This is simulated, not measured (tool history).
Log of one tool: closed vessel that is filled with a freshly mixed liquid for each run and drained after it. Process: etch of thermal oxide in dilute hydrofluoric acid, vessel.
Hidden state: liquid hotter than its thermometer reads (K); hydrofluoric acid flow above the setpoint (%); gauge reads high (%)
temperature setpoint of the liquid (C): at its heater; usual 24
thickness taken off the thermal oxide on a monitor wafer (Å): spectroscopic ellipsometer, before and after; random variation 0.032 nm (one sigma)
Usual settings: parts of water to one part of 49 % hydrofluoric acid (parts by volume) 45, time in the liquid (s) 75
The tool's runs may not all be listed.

run   hour  temperature setpoint of the liquid (C)  parts of water to one part of 49 % hydrofluoric acid (parts by volume)  time in the liquid (s)  wafers since the last listed run  hours since the thermometer was replaced  hours since the hydrofluoric acid flow meter was replaced  hours since the gauge calibration  read-back film thickness of the thermal oxide reference wafer, read on the same gauge (nm)  thickness taken off the thermal oxide on a monitor wafer (Å)
  1      0                                      24                                                                      45                      75                                 0                                     768.3                                                       1612                               30.9                                                                                      109.98                                                          93.4
  2   16.6                                      24                                                                      45                      45                              1884                                     784.9                                                     1628.6                               47.5                                                                                      110.01                                                          56.1
  3   29.5                                      24                                                                      45                      45                              1464                                     797.8                                                     1641.5                               60.4                                                                                      110.01                                                            56
  4     36                                      24                                                                      45                      45                               738                                     804.3                                                       1648                               66.9                                                                                      110.02                                                          56.5
  5   45.4                                      24                                                                      45                      75                              1067                                     813.7                                                     1657.4                               76.3                                                                                         110                                                          93.4
      59.5  -- thermometer replaced
  6   60.6                                      24                                                                      45                      75                              1612                                       1.1                                                     1672.6                               91.5                                                                                      109.96                                                          93.6
  7     67                                      24                                                                      45                      75                               726                                       7.5                                                       1679                               97.9                                                                                      109.99                                                          93.7
  8   75.1                                      24                                                                      45                      75                               919                                      15.6                                                     1687.1                                106                                                                                      109.99                                                          93.6
      87.4  -- gauge calibrated
  9   87.4                                      24                                                                      55                      40                              1396                                      27.9                                                     1699.4                                  0                                                                                      109.98                                                          40.6
 10  104.4                                      24                                                                      45                      45                              1930                                      44.9                                                     1716.4                                 17                                                                                         110                                                          56.4
       114  -- hydrofluoric acid flow meter replaced
 11  114.9                                    28.5                                                                      35                     110                              1078                                      55.4                                                        0.9                               27.5                                                                                      110.03                                                         191.6
 12  124.4                                    26.5                                                                      45                      95                              1078                                      64.9                                                       10.4                                 37                                                                                      110.01                                                         116.8
 13  137.3                                      28                                                                      45                     100                              1464                                      77.8                                                       23.3                               49.9                                                                                         110                                                         130.9
 14  153.9                                    21.5                                                                      60                     105                              1884                                      94.4                                                       39.9                               66.5                                                                                      109.99                                                          77.5

Forecast run 15:
 15  166.6                                    25.5                                                                      35                      75                              1441                                     107.1                                                       52.6                               79.2                                                                                           ?                                                             ?

Run 15 gave read-back film thickness of the thermal oxide reference wafer, read on the same gauge (nm) 110.03, thickness taken off the thermal oxide on a monitor wafer (Å) 115.7.
Without the tool's hidden state the same run would have given thickness taken off the thermal oxide on a monitor wafer (Å) 114.3.
